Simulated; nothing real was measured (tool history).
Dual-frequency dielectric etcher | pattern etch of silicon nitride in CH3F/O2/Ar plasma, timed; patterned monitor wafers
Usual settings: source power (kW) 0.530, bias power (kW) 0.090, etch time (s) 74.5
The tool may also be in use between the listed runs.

run   hour  source power (kW)  bias power (kW)  etch time (s)  wafers since the last listed run  hours since the last wet clean  hours since the last source power generator calibration  hours since the last bias power generator calibration  hours since the last upper electrode change  hours since the gauge calibration  read-back reference wafer on the same gauge, depth_nm  mean etch depth across the wafer (angstrom)
  1    0.0              0.530            0.103           74.5                                 0                           269.8                                                   2860.6                                                 1999.1                                       5358.5                              697.7                                                   66.4                                          570
  2   71.0              0.530            0.103           74.5                               795                           340.8                                                   2931.6                                                 2070.1                                       5429.5                              768.7                                                   66.4                                          575
  3  138.2              0.530            0.103           74.5                               752                           408.0                                                   2998.8                                                 2137.3                                       5496.7                              835.9                                                   66.4                                          568
     205.9  -- wet clean of the chamber
  4  206.4              0.570            0.090           74.5                               495                             0.5                                                   3067.0                                                 2205.5                                       5564.9                              904.1                                                   66.5                                          582
  5  260.1              0.530            0.090           84.5                               601                            54.2                                                   3120.7                                                 2259.2                                       5618.6                              957.8                                                   66.4                                          637
  6  297.9              0.530            0.090           74.5                               423                            92.0                                                   3158.5                                                 2297.0                                       5656.4                              995.6                                                   66.3                                          557
     307.8  -- source power generator calibrated
  7  363.3              0.620            0.090           74.5                               687                           157.4                                                     55.5                                                 2362.4                                       5721.8                             1061.0                                                   66.5                                          599
     430.0  -- upper electrode replaced
  8  434.0              0.620            0.090           74.5                               523                           228.1                                                    126.2                                                 2433.1                                          4.0                             1131.7                                                   66.3                                          594
  9  485.8              0.530            0.090           74.5                               580                           279.9                                                    178.0                                                 2484.9                                         55.8                             1183.5                                                   66.3                                          553
     504.1  -- bias power generator calibrated
     510.6  -- gauge calibrated
 10  543.3              0.530            0.090           74.5                               599                           337.4                                                    235.5                                                   39.2                                        113.3                               32.7                                                   66.3                                          551
 11  574.1              0.450            0.082           97.0                               345                           368.2                                                    266.3                                                   70.0                                        144.1                               63.5                                                   66.5                                          645
 12  641.0              0.480            0.084           74.5                               749                           435.1                                                    333.2                                                  136.9                                        211.0                              130.4                                                   66.3                                          515
 13  686.6              0.620            0.102           95.5                               510                           480.7                                                    378.8                                                  182.5                                        256.6                              176.0                                                   66.3                                          780
     714.9  -- wet clean of the chamber
 14  749.8              0.530            0.110           74.5                               439                            34.9                                                    442.0                                                  245.7                                        319.8                              239.2                                                   66.3                                          601
 15  805.3              0.530            0.090           74.5                               621                            90.4                                                    497.5                                                  301.2                                        375.3                              294.7                                                   66.4                                          558
 16  868.3              0.610            0.108           62.5                               705                           153.4                                                    560.5                                                  364.2                                        438.3                              357.7                                                   66.3                                          524
 17  917.3              0.530            0.083           66.0                               548                           202.4                                                    609.5                                                  413.2                                        487.3                              406.7                                                   66.5                                          480

Run 18 is up next; what results do you expect?
 18  943.0              0.590            0.090           74.5                               287                           228.1                                                    635.2                                                  438.9                                        513.0                              432.4                                                      ?                                            ?

{"run 18": {"read-back reference wafer on the same gauge, depth_nm": 66.3, "mean etch depth across the wafer (angstrom)": 585}}
Were there no unlogged condition in the tool, this run, its random variation unchanged, would have produced mean etch depth across the wafer (angstrom) 589.
